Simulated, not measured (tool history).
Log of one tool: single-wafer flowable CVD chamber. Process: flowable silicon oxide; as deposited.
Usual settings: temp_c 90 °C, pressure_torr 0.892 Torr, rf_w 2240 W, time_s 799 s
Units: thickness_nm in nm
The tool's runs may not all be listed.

run	hour	temp_c	pressure_torr	rf_w	time_s	wafers since the last listed run	hours since the last thermocouple change	hours since the last RF generator calibration	hours since the last manometer calibration	hours since the showerhead was replaced	hours since the gauge calibration	read-back reference wafer on the same gauge, thickness_nm	thickness_nm
1	0	90	0.892	2240	688	0	2042.2	1652.5	1295.3	8756.9	207.2	589.794	577.11
2	55.7	90	0.892	2240	688	183	2097.9	1708.2	1351	8812.6	262.9	588.528	576.561
3	76.3	90	0.892	2240	688	67	2118.5	1728.8	1371.6	8833.2	283.5	589.447	582.447
4	88.7	101	0.892	2240	799	40	2130.9	1741.2	1384	8845.6	295.9	588.515	443.144
5	121.4	90	0.892	2240	799	107	2163.6	1773.9	1416.7	8878.3	328.6	588.479	672.419
6	209.7	93	0.892	2240	875	291	2251.9	1862.2	1505	8966.6	416.9	588.596	657.09
# hour 230.2: thermocouple changed; heater temperature recalibrated
7	230.7	90	0.892	2240	799	42	0.5	1883.2	1526	8987.6	437.9	589.819	749.117
8	257.8	90	0.892	2240	799	89	27.6	1910.3	1553.1	9014.7	465	588.538	743.626
# hour 287.6: showerhead replaced
9	288.1	90	0.892	2240	799	73	57.9	1940.6	1583.4	0.5	495.3	588.154	739.258
10	303.2	90	0.892	2240	799	49	73	1955.7	1598.5	15.6	510.4	588.308	743.173
11	326.5	90	0.892	2240	753	76	96.3	1979	1621.8	38.9	533.7	590.632	696.627
12	353.6	90	0.892	2240	753	89	123.4	2006.1	1648.9	66	560.8	588.854	696.971
13	372.9	90	0.892	2240	799	63	142.7	2025.4	1668.2	85.3	580.1	588.921	732.632
14	405.7	90	0.744	2240	955	108	175.5	2058.2	1701	118.1	612.9	589.201	734.724
15	436.3	101	0.693	2240	664	100	206.1	2088.8	1731.6	148.7	643.5	589.525	312.942
16	462.9	95	0.892	2000	799	87	232.7	2115.4	1758.2	175.3	670.1	589.566	602.962
17	476.5	90	0.892	2240	799	44	246.3	2129	1771.8	188.9	683.7	588.362	737.124
# hour 501.4: gauge calibrated
18	501.7	90	0.892	2240	799	83	271.5	2154.2	1797	214.1	0.3	588.662	730.095
19	522.8	90	0.892	2240	799	69	292.6	2175.3	1818.1	235.2	21.4	590.353	735.004
# hour 550: capacitance manometer re-zeroed and calibrated
20	554	101	0.892	1955	731	76	323.8	2206.5	4	266.4	52.6	588.219	410.312
# hour 567.5: RF generator calibrated
21	579.3	95	1.006	2655	682	57	349.1	11.8	29.3	291.7	77.9	588.652	563.041
22	596.2	90	0.892	1900	799	55	366	28.7	46.2	308.6	94.8	589.144	670.196
23	665	90	0.892	2065	799	226	434.8	97.5	115	377.4	163.6	589.931	670.464
24	681.8	90	0.892	2390	799	55	451.6	114.3	131.8	394.2	180.4	589.146	688.012
25	695	101	0.892	1955	731	43	464.8	127.5	145	407.4	193.6	588.241	405.813
26	726.7	90	0.726	2240	724	104	496.5	159.2	176.7	439.1	225.3	589.907	500.396
27	756.8	90	1.029	2240	724	99	526.6	189.3	206.8	469.2	255.4	589.455	708.257

Forecast each of these 5 alternatives for the next run:
A	757.4	90	0.892	2240	693	1	527.2	189.9	207.4	469.8	256	?	?
B	757.4	103	0.892	1970	799	1	527.2	189.9	207.4	469.8	256	?	?
C	757.4	90	0.892	2240	669	1	527.2	189.9	207.4	469.8	256	?	?
D	757.4	90	0.892	2005	799	1	527.2	189.9	207.4	469.8	256	?	?
E	757.4	76	0.765	2070	947	1	527.2	189.9	207.4	469.8	256	?	?

run	read-back reference wafer on the same gauge, thickness_nm	thickness_nm
A	588.597	591.041
B	588.597	408.348
C	588.597	570.572
D	588.597	670.55
E	588.597	1086.861
Without the tool's hidden state the same runs would have given:
run	thickness_nm
A	622.567
B	429.679
C	601.006
D	706.317
E	1128.023
